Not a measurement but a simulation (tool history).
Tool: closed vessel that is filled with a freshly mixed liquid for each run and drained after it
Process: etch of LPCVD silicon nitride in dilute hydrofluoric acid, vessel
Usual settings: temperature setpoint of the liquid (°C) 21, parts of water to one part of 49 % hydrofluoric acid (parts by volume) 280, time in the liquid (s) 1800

run	hour	temperature setpoint of the liquid (°C)	parts of water to one part of 49 % hydrofluoric acid (parts by volume)	time in the liquid (s)	read-back film thickness of the LPCVD silicon nitride reference wafer, read on the same gauge (nm)	thickness taken off the LPCVD silicon nitride on a monitor wafer (Å)
1	0	21	175	2350	29.999	71
2	38.7	21	175	2350	30.004	69.31
3	81.8	21	280	1800	30.018	33.29
4	130.8	21	280	1800	29.999	33.31
5	194	21	280	1800	29.998	33.73
6	246.7	21	280	2605	30.015	49.72
7	306.8	21	280	2605	30.005	49.81
8	355.8	21	280	2605	29.998	49.12
9	425.2	21	280	1800	30	34.06
# hour 429.5: thermometer replaced
10	496.9	21	280	1800	29.968	34.28
11	541.1	23.5	280	1800	29.99	40.44
12	586.7	23.5	280	1800	29.984	39.6
13	615.5	23.5	280	1800	29.988	40.05
14	648.5	21	210	1800	30.005	45.5
# hour 691: hydrofluoric acid flow meter replaced
15	714.7	21	280	1205	30.013	20.55
16	760.9	24.5	220	2775	30.035	76.12
17	790.7	26	280	1315	30.01	29.79
18	860.7	21	280	1800	29.99	31.27
19	898.5	19.5	280	2170	30.005	33.48
# hour 899.8: gauge calibrated
20	933.9	21	280	1800	29.982	30.54
21	968.1	21	405	930	29.986	10.91
22	1002.3	21	385	1050	29.965	13.19
23	1059	25.5	375	2170	30.002	37.16
24	1122.3	21	280	1800	29.995	30.9
25	1220.1	21	220	1800	29.979	39.42
26	1263.6	18	320	1800	30.013	22.96
27	1323.1	23.5	390	1055	29.997	15.27

3 ways to go on from here, each from the tool as it stands after run 27. What would each give?
A	1324.2	23	280	1800	?	?
B	1324.2	21	280	1340	?	?
C	1324.2	17	360	2245	?	?

run	read-back film thickness of the LPCVD silicon nitride reference wafer, read on the same gauge (nm)	thickness taken off the LPCVD silicon nitride on a monitor wafer (Å)
A	30.006	35.06
B	30.006	23.02
C	30.006	23.45
Without the tool's hidden state the same runs would have given:
run	thickness taken off the LPCVD silicon nitride on a monitor wafer (Å)
A	33.96
B	22.3
C	22.75
